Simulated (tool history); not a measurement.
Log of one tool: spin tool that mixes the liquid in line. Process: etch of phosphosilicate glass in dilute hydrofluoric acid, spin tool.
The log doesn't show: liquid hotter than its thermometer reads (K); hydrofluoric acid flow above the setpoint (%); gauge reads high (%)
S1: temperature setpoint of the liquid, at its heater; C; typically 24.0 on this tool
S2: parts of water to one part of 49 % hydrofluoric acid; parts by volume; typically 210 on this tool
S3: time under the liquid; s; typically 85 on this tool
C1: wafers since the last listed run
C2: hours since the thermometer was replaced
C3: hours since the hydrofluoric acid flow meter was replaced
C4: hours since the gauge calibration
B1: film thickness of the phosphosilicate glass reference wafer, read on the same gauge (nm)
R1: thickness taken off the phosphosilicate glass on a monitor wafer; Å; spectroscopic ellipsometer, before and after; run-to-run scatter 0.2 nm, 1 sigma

run,hour,S1,S2,S3,C1,C2,C3,C4,B1,R1
1,0.0,21.0,145,85,0,542.9,1636.6,78.2,79.98,627.2
2,103.7,21.0,145,85,620,646.6,1740.3,181.9,80.02,625.6
3,206.0,24.0,210,85,612,748.9,1842.6,284.2,80.01,462.7
4,246.0,24.0,185,85,239,788.9,1882.6,324.2,80.00,538.3
5,446.4,24.0,185,85,1198,989.3,2083.0,524.6,79.99,548.9
6,506.1,24.0,185,85,357,1049.0,2142.7,584.3,80.03,546.1
# hour 588.9: hydrofluoric acid flow meter replaced
7,723.3,24.0,250,85,1293,1266.2,134.4,801.5,80.01,347.7
# hour 813.4: gauge calibrated
8,829.4,27.0,280,45,634,1372.3,240.5,16.0,79.99,179.5
9,867.3,27.5,300,115,226,1410.2,278.4,53.9,80.01,424.7
10,906.1,19.5,210,40,232,1449.0,317.2,92.7,80.03,176.9
# hour 924.8: thermometer replaced
11,961.6,26.0,160,50,326,36.8,372.7,148.2,80.04,371.0
12,1041.8,26.0,210,35,479,117.0,452.9,228.4,79.98,187.0
13,1089.7,24.0,210,85,286,164.9,500.8,276.3,80.00,427.9
14,1172.0,25.5,300,85,492,247.2,583.1,358.6,79.97,285.7
15,1255.2,25.5,130,65,497,330.4,666.3,441.8,80.02,612.0

Describe how what the log doesn't record of the tool's condition differs between the last listed run preceding each entry between runs and the first listed run following it.
After run 6, before run 7: hydrofluoric acid flow meter replaced (hour 588.9)
  liquid hotter than its thermometer reads (K): 1.13 -> 1.37; hydrofluoric acid flow above the setpoint (%): 9.25 -> 1.85
  the result without the hidden state subtracted from the measured one, R1: +75.2 -> +24.1 Å
After run 7, before run 8: gauge calibrated (hour 813.4)
  liquid hotter than its thermometer reads (K): 1.37 -> 1.48; hydrofluoric acid flow above the setpoint (%): 1.85 -> 2.23
  the result without the hidden state subtracted from the measured one, R1: +24.1 -> +13.5 Å
After run 10, before run 11: thermometer replaced (hour 924.8)
  liquid hotter than its thermometer reads (K): 1.56 -> 0.0948; hydrofluoric acid flow above the setpoint (%): 2.5 -> 2.7
  the result without the hidden state subtracted from the measured one, R1: +15.1 -> +12.8 Å

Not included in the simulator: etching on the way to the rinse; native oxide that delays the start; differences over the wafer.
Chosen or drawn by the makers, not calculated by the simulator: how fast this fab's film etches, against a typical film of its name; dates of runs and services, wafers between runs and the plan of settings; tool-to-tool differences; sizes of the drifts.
